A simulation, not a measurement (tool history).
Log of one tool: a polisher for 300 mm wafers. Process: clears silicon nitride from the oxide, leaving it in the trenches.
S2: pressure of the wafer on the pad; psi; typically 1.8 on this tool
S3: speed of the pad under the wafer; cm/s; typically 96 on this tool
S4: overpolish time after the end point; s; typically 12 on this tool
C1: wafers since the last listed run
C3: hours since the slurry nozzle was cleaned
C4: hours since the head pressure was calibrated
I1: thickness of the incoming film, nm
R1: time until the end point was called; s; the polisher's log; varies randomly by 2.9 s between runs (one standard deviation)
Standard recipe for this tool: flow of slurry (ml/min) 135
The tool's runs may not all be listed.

run 1 hour=0 | flow_of_slurry_(ml/min)=135 S2=1.8 S3=96 S4=12 | C1=0 wafers_polished_on_this_pad=682 C3=279.3 C4=318.1 | I1=94.2 | R1=167.8
run 2 hour=26.1 | flow_of_slurry_(ml/min)=135 S2=1.8 S3=96 S4=12 | C1=111 wafers_polished_on_this_pad=794 C3=305.4 C4=344.2 | I1=94.5 | R1=165.3
run 3 hour=54.7 | flow_of_slurry_(ml/min)=135 S2=1.8 S3=96 S4=14 | C1=122 wafers_polished_on_this_pad=916 C3=334 C4=372.8 | I1=94.9 | R1=177.8
-- hour=75.5 worn pad replaced by a new one
run 4 hour=82.5 | flow_of_slurry_(ml/min)=135 S2=1.8 S3=96 S4=14 | C1=101 wafers_polished_on_this_pad=30 C3=361.8 C4=400.6 | I1=95.2 | R1=179
run 5 hour=112 | flow_of_slurry_(ml/min)=135 S2=1.8 S3=96 S4=12 | C1=126 wafers_polished_on_this_pad=156 C3=391.3 C4=430.1 | I1=95.5 | R1=185.2
run 6 hour=126.3 | flow_of_slurry_(ml/min)=135 S2=1.8 S3=96 S4=12 | C1=61 wafers_polished_on_this_pad=217 C3=405.6 C4=444.4 | I1=96 | R1=191.6
-- hour=143.4 slurry nozzle cleaned
run 7 hour=148 | flow_of_slurry_(ml/min)=135 S2=1.8 S3=96 S4=12 | C1=88 wafers_polished_on_this_pad=306 C3=4.6 C4=466.1 | I1=93 | R1=162.8
run 8 hour=164.9 | flow_of_slurry_(ml/min)=135 S2=1.8 S3=96 S4=12 | C1=72 wafers_polished_on_this_pad=378 C3=21.5 C4=483 | I1=95.2 | R1=161.7
run 9 hour=198.4 | flow_of_slurry_(ml/min)=135 S2=1.8 S3=96 S4=12 | C1=143 wafers_polished_on_this_pad=522 C3=55 C4=516.5 | I1=96.7 | R1=166.1
run 10 hour=214.4 | flow_of_slurry_(ml/min)=135 S2=1.8 S3=96 S4=12 | C1=68 wafers_polished_on_this_pad=590 C3=71 C4=532.5 | I1=94.3 | R1=161.8
run 11 hour=238.1 | flow_of_slurry_(ml/min)=135 S2=1.8 S3=96 S4=9 | C1=101 wafers_polished_on_this_pad=691 C3=94.7 C4=556.2 | I1=94.7 | R1=164
-- hour=264.8 head pressure recalibrated
run 12 hour=273.7 | flow_of_slurry_(ml/min)=135 S2=1.8 S3=96 S4=9 | C1=143 wafers_polished_on_this_pad=835 C3=130.3 C4=8.9 | I1=94 | R1=164.9
-- hour=321.7 worn pad replaced by a new one
run 13 hour=360.8 | flow_of_slurry_(ml/min)=135 S2=1.8 S3=96 S4=9 | C1=355 wafers_polished_on_this_pad=167 C3=217.4 C4=96 | I1=95.6 | R1=164.3
run 14 hour=375.8 | flow_of_slurry_(ml/min)=135 S2=1.8 S3=96 S4=12 | C1=64 wafers_polished_on_this_pad=231 C3=232.4 C4=111 | I1=93.8 | R1=160
run 15 hour=388.6 | flow_of_slurry_(ml/min)=135 S2=1.8 S3=96 S4=12 | C1=54 wafers_polished_on_this_pad=286 C3=245.2 C4=123.8 | I1=96 | R1=167.2
run 16 hour=405.8 | flow_of_slurry_(ml/min)=135 S2=1.8 S3=96 S4=12 | C1=73 wafers_polished_on_this_pad=360 C3=262.4 C4=141 | I1=95.2 | R1=165.2
run 17 hour=419.5 | flow_of_slurry_(ml/min)=135 S2=1.8 S3=96 S4=12 | C1=58 wafers_polished_on_this_pad=418 C3=276.1 C4=154.7 | I1=94.8 | R1=167.4
run 18 hour=433.9 | flow_of_slurry_(ml/min)=135 S2=1.8 S3=96 S4=12 | C1=61 wafers_polished_on_this_pad=480 C3=290.5 C4=169.1 | I1=94.4 | R1=167.9
run 19 hour=454.2 | flow_of_slurry_(ml/min)=150 S2=1.8 S3=96 S4=12 | C1=86 wafers_polished_on_this_pad=567 C3=310.8 C4=189.4 | I1=93.4 | R1=168.9
run 20 hour=474 | flow_of_slurry_(ml/min)=135 S2=1.8 S3=96 S4=7 | C1=84 wafers_polished_on_this_pad=652 C3=330.6 C4=209.2 | I1=93.2 | R1=173.9
run 21 hour=486 | flow_of_slurry_(ml/min)=115 S2=1.8 S3=96 S4=10 | C1=51 wafers_polished_on_this_pad=703 C3=342.6 C4=221.2 | I1=95.5 | R1=188.8
run 22 hour=519 | flow_of_slurry_(ml/min)=90 S2=2.2 S3=84 S4=8 | C1=141 wafers_polished_on_this_pad=844 C3=375.6 C4=254.2 | I1=96.7 | R1=210.4
run 23 hour=554.8 | flow_of_slurry_(ml/min)=90 S2=1.8 S3=96 S4=12 | C1=153 wafers_polished_on_this_pad=998 C3=411.4 C4=290 | I1=94.5 | R1=229.1
-- hour=556.9 slurry nozzle cleaned
-- hour=566.3 worn pad replaced by a new one, of another model than before
run 24 hour=582.1 | flow_of_slurry_(ml/min)=135 S2=1.4 S3=82 S4=17 | C1=95 wafers_polished_on_this_pad=67 C3=25.2 C4=317.3 | I1=94.8 | R1=224.6
run 25 hour=606.1 | flow_of_slurry_(ml/min)=150 S2=1.3 S3=114 S4=12 | C1=102 wafers_polished_on_this_pad=170 C3=49.2 C4=341.3 | I1=94.3 | R1=201.6
run 26 hour=636.8 | flow_of_slurry_(ml/min)=105 S2=1.8 S3=96 S4=12 | C1=131 wafers_polished_on_this_pad=301 C3=79.9 C4=372 | I1=95.4 | R1=172.2
run 27 hour=654.3 | flow_of_slurry_(ml/min)=135 S2=1.8 S3=96 S4=12 | C1=74 wafers_polished_on_this_pad=376 C3=97.4 C4=389.5 | I1=95.1 | R1=165.6
run 28 hour=687 | flow_of_slurry_(ml/min)=100 S2=1.8 S3=96 S4=10 | C1=140 wafers_polished_on_this_pad=516 C3=130.1 C4=422.2 | I1=94.2 | R1=167.6
run 29 hour=701.8 | flow_of_slurry_(ml/min)=135 S2=1.8 S3=96 S4=12 | C1=63 wafers_polished_on_this_pad=580 C3=144.9 C4=437 | I1=94.5 | R1=159.7
run 30 hour=728.6 | flow_of_slurry_(ml/min)=135 S2=1.8 S3=96 S4=12 | C1=114 wafers_polished_on_this_pad=694 C3=171.7 C4=463.8 | I1=93 | R1=164
run 31 hour=755.6 | flow_of_slurry_(ml/min)=135 S2=1.8 S3=96 S4=12 | C1=115 wafers_polished_on_this_pad=810 C3=198.7 C4=490.8 | I1=93.3 | R1=163.5
run 32 hour=772.6 | flow_of_slurry_(ml/min)=135 S2=1.8 S3=96 S4=12 | C1=72 wafers_polished_on_this_pad=883 C3=215.7 C4=507.8 | I1=95.3 | R1=166.1
run 33 hour=792.8 | flow_of_slurry_(ml/min)=155 S2=1.3 S3=96 S4=12 | C1=86 wafers_polished_on_this_pad=969 C3=235.9 C4=528 | I1=95.3 | R1=230.9
-- hour=814.4 worn pad replaced by a new one
run 34 hour=821.7 | flow_of_slurry_(ml/min)=135 S2=2.4 S3=96 S4=12 | C1=106 wafers_polished_on_this_pad=31 C3=264.8 C4=556.9 | I1=96.1 | R1=122.3
run 35 hour=841 | flow_of_slurry_(ml/min)=135 S2=1.8 S3=84 S4=12 | C1=82 wafers_polished_on_this_pad=113 C3=284.1 C4=576.2 | I1=94.4 | R1=173.6

How the hidden state differs across the entries between the runs, from the last listed run before each to the first after it:
Runs 3 to 4: worn pad replaced by a new one (hour 75.5)
  slurry flow missing at the pad, %: 27.5 -> 32
  measured less the result without the state, R1: +13.9 -> +17.4 s
Runs 6 to 7: slurry nozzle cleaned (hour 143.4)
  slurry flow missing at the pad, %: 39.8 -> 3.19
  measured less the result without the state, R1: +25.8 -> +1.1 s
Runs 11 to 12: head pressure recalibrated (hour 264.8)
  slurry flow missing at the pad, %: 5.27 -> 7.13
  measured less the result without the state, R1: +1.9 -> +2.7 s
Runs 12 to 13: worn pad replaced by a new one (hour 321.7)
  slurry flow missing at the pad, %: 7.13 -> 14.2
  measured less the result without the state, R1: +2.7 -> +5.7 s
Runs 23 to 24: slurry nozzle cleaned (hour 556.9); worn pad replaced by a new one, of another model than before (hour 566.3)
  slurry flow missing at the pad, %: 42.5 -> 4.17
  measured less the result without the state, R1: +48.5 -> +1 s
Runs 33 to 34: worn pad replaced by a new one (hour 814.4)
  slurry flow missing at the pad, %: 17 -> 20.3
  measured less the result without the state, R1: +4.4 -> +3 s

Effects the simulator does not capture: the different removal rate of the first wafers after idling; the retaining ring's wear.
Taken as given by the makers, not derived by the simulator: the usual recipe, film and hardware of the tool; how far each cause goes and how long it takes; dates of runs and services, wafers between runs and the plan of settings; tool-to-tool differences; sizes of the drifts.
